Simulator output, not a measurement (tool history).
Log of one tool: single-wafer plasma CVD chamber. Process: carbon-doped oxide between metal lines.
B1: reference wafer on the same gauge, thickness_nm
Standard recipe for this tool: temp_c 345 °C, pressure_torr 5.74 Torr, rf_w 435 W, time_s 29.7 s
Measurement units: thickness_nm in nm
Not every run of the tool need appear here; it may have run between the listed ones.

{"run": 1, "hour": 0.0, "temp_c": 345, "pressure_torr": 5.74, "rf_w": 435, "time_s": 29.7, "B1": 120.878, "thickness_nm": 143.15}
{"run": 2, "hour": 15.1, "temp_c": 345, "pressure_torr": 5.74, "rf_w": 435, "time_s": 29.7, "B1": 121.156, "thickness_nm": 143.521}
{"run": 3, "hour": 34.2, "temp_c": 345, "pressure_torr": 5.74, "rf_w": 435, "time_s": 29.7, "B1": 121.165, "thickness_nm": 142.623}
{"hour": 52.9, "done": "capacitance manometer re-zeroed and calibrated"}
{"run": 4, "hour": 53.4, "temp_c": 345, "pressure_torr": 5.74, "rf_w": 435, "time_s": 29.7, "B1": 121.04, "thickness_nm": 143.335}
{"run": 5, "hour": 80.8, "temp_c": 345, "pressure_torr": 5.74, "rf_w": 435, "time_s": 29.7, "B1": 120.893, "thickness_nm": 144.138}
{"hour": 96.2, "done": "showerhead replaced"}
{"run": 6, "hour": 96.7, "temp_c": 345, "pressure_torr": 5.74, "rf_w": 435, "time_s": 26.4, "B1": 121.072, "thickness_nm": 127.185}
{"run": 7, "hour": 124.6, "temp_c": 345, "pressure_torr": 5.74, "rf_w": 435, "time_s": 29.7, "B1": 120.95, "thickness_nm": 143.346}
{"run": 8, "hour": 144.3, "temp_c": 345, "pressure_torr": 5.74, "rf_w": 435, "time_s": 31.8, "B1": 120.829, "thickness_nm": 152.875}
{"run": 9, "hour": 169.7, "temp_c": 349, "pressure_torr": 7.02, "rf_w": 435, "time_s": 29.7, "B1": 121.016, "thickness_nm": 144.208}
{"hour": 193.2, "done": "thermocouple changed; heater temperature recalibrated"}
{"run": 10, "hour": 193.7, "temp_c": 345, "pressure_torr": 6.52, "rf_w": 385, "time_s": 25.2, "B1": 120.898, "thickness_nm": 115.679}
{"run": 11, "hour": 208.2, "temp_c": 345, "pressure_torr": 5.74, "rf_w": 465, "time_s": 27, "B1": 120.947, "thickness_nm": 135.487}
{"hour": 228.0, "done": "gauge calibrated"}
{"run": 12, "hour": 238.7, "temp_c": 345, "pressure_torr": 4.46, "rf_w": 405, "time_s": 29.7, "B1": 121.034, "thickness_nm": 130.677}
{"run": 13, "hour": 271.0, "temp_c": 345, "pressure_torr": 5.74, "rf_w": 435, "time_s": 34, "B1": 120.963, "thickness_nm": 163.44}
{"run": 14, "hour": 289.1, "temp_c": 345, "pressure_torr": 6.18, "rf_w": 435, "time_s": 33.8, "B1": 120.916, "thickness_nm": 165.011}

Run 15, settings as shown, results not yet in. Your forecast:
{"run": 15, "hour": 308.7, "temp_c": 356, "pressure_torr": 5.74, "rf_w": 375, "time_s": 29.7, "B1": "?", "thickness_nm": "?"}

Run 15 measured B1 120.944, thickness_nm 129.047 nm.
Were there no unlogged condition in the tool, this run, its random variation unchanged, would have produced thickness_nm 129.047 nm.
